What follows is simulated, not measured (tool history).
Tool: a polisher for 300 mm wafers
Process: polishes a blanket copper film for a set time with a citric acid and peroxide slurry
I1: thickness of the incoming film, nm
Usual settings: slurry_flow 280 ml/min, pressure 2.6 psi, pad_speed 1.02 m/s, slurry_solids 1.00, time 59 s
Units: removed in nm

run 1 hour=0.0 | slurry_flow=280 pressure=2.6 pad_speed=1.02 slurry_solids=1.00 time=59 | I1=1119.2 | removed=141.7
run 2 hour=55.2 | slurry_flow=280 pressure=2.6 pad_speed=1.02 slurry_solids=1.00 time=59 | I1=1121.4 | removed=138.8
run 3 hour=120.7 | slurry_flow=210 pressure=2.6 pad_speed=1.02 slurry_solids=1.10 time=59 | I1=1113.5 | removed=138.6
run 4 hour=146.7 | slurry_flow=210 pressure=2.6 pad_speed=1.02 slurry_solids=1.10 time=59 | I1=1116.5 | removed=140.4
-- hour=189.7 worn pad replaced by a new one
run 5 hour=190.6 | slurry_flow=280 pressure=2.6 pad_speed=1.02 slurry_solids=1.00 time=59 | I1=1111.9 | removed=137.3
-- hour=242.4 slurry nozzle cleaned
run 6 hour=275.5 | slurry_flow=280 pressure=2.6 pad_speed=1.02 slurry_solids=1.00 time=59 | I1=1115.7 | removed=135.1
run 7 hour=308.7 | slurry_flow=280 pressure=2.6 pad_speed=1.02 slurry_solids=1.00 time=59 | I1=1115.5 | removed=133.5
run 8 hour=369.8 | slurry_flow=280 pressure=2.6 pad_speed=1.02 slurry_solids=1.00 time=59 | I1=1139.1 | removed=128.1
run 9 hour=417.4 | slurry_flow=280 pressure=2.6 pad_speed=1.02 slurry_solids=1.00 time=59 | I1=1130.0 | removed=123.9
-- hour=457.1 slurry blender recalibrated
run 10 hour=484.7 | slurry_flow=280 pressure=2.6 pad_speed=1.02 slurry_solids=1.00 time=59 | I1=1120.8 | removed=142.0
-- hour=509.1 slurry nozzle cleaned
-- hour=531.3 worn pad replaced by a new one
run 11 hour=534.7 | slurry_flow=280 pressure=2.6 pad_speed=1.02 slurry_solids=1.00 time=59 | I1=1140.1 | removed=139.7
run 12 hour=585.5 | slurry_flow=280 pressure=2.6 pad_speed=1.02 slurry_solids=1.00 time=59 | I1=1124.6 | removed=140.9
run 13 hour=630.7 | slurry_flow=280 pressure=2.6 pad_speed=1.02 slurry_solids=1.00 time=59 | I1=1134.6 | removed=138.3
run 14 hour=654.9 | slurry_flow=280 pressure=2.6 pad_speed=1.02 slurry_solids=1.00 time=59 | I1=1126.3 | removed=138.8
run 15 hour=692.3 | slurry_flow=280 pressure=3.4 pad_speed=1.02 slurry_solids=1.15 time=42 | I1=1120.4 | removed=121.8
run 16 hour=719.7 | slurry_flow=280 pressure=2.6 pad_speed=1.02 slurry_solids=1.00 time=59 | I1=1125.6 | removed=135.3
run 17 hour=778.5 | slurry_flow=240 pressure=2.9 pad_speed=1.14 slurry_solids=1.00 time=66 | I1=1141.3 | removed=171.6
-- hour=817.7 worn pad replaced by a new one
-- hour=832.7 slurry nozzle cleaned
run 18 hour=910.4 | slurry_flow=355 pressure=2.9 pad_speed=1.26 slurry_solids=1.00 time=74 | I1=1114.9 | removed=203.6
-- hour=919.3 slurry blender recalibrated
-- hour=945.5 head pressure recalibrated
run 19 hour=965.8 | slurry_flow=280 pressure=2.6 pad_speed=1.02 slurry_solids=1.00 time=59 | I1=1103.5 | removed=140.7
run 20 hour=1001.3 | slurry_flow=220 pressure=3.2 pad_speed=1.12 slurry_solids=1.00 time=59 | I1=1124.2 | removed=169.0
-- hour=1118.9 worn pad replaced by a new one
run 21 hour=1163.2 | slurry_flow=280 pressure=2.6 pad_speed=1.12 slurry_solids=1.00 time=59 | I1=1120.3 | removed=148.3
-- hour=1169.8 slurry nozzle cleaned
run 22 hour=1229.3 | slurry_flow=365 pressure=2.6 pad_speed=0.84 slurry_solids=1.25 time=46 | I1=1134.0 | removed=95.8
run 23 hour=1300.1 | slurry_flow=280 pressure=2.6 pad_speed=1.02 slurry_solids=1.00 time=59 | I1=1114.7 | removed=128.1
run 24 hour=1356.6 | slurry_flow=190 pressure=1.9 pad_speed=1.20 slurry_solids=1.25 time=59 | I1=1134.3 | removed=122.4
-- hour=1361.6 slurry blender recalibrated
-- hour=1419.1 worn pad replaced by a new one
run 25 hour=1419.5 | slurry_flow=280 pressure=2.6 pad_speed=1.02 slurry_solids=1.00 time=59 | I1=1133.0 | removed=141.1
-- hour=1432.4 slurry nozzle cleaned
run 26 hour=1458.6 | slurry_flow=205 pressure=2.6 pad_speed=1.02 slurry_solids=1.00 time=59 | I1=1096.2 | removed=134.1
run 27 hour=1489.1 | slurry_flow=345 pressure=3.0 pad_speed=0.90 slurry_solids=1.00 time=71 | I1=1133.1 | removed=168.4
run 28 hour=1522.9 | slurry_flow=280 pressure=2.6 pad_speed=1.02 slurry_solids=1.00 time=59 | I1=1127.0 | removed=139.0

4 ways to go on from here, each from the tool as it stands after run 28. What would each give?
run A hour=1523.3 | slurry_flow=280 pressure=2.6 pad_speed=1.02 slurry_solids=1.00 time=59 | I1=1118.6 | removed=?
run B hour=1523.3 | slurry_flow=220 pressure=2.6 pad_speed=0.82 slurry_solids=1.30 time=59 | I1=1118.6 | removed=?
run C hour=1523.3 | slurry_flow=280 pressure=1.9 pad_speed=1.34 slurry_solids=0.90 time=78 | I1=1118.6 | removed=?
run D hour=1523.3 | slurry_flow=340 pressure=2.6 pad_speed=1.02 slurry_solids=0.75 time=59 | I1=1118.6 | removed=?

run=A removed=139.6
run=B removed=120.0
run=C removed=192.2
run=D removed=129.5
The same runs, with their run-to-run variation unchanged, on a tool lacking any hidden condition would have given:
run=A removed=141.8
run=B removed=122.0
run=C removed=195.2
run=D removed=131.4
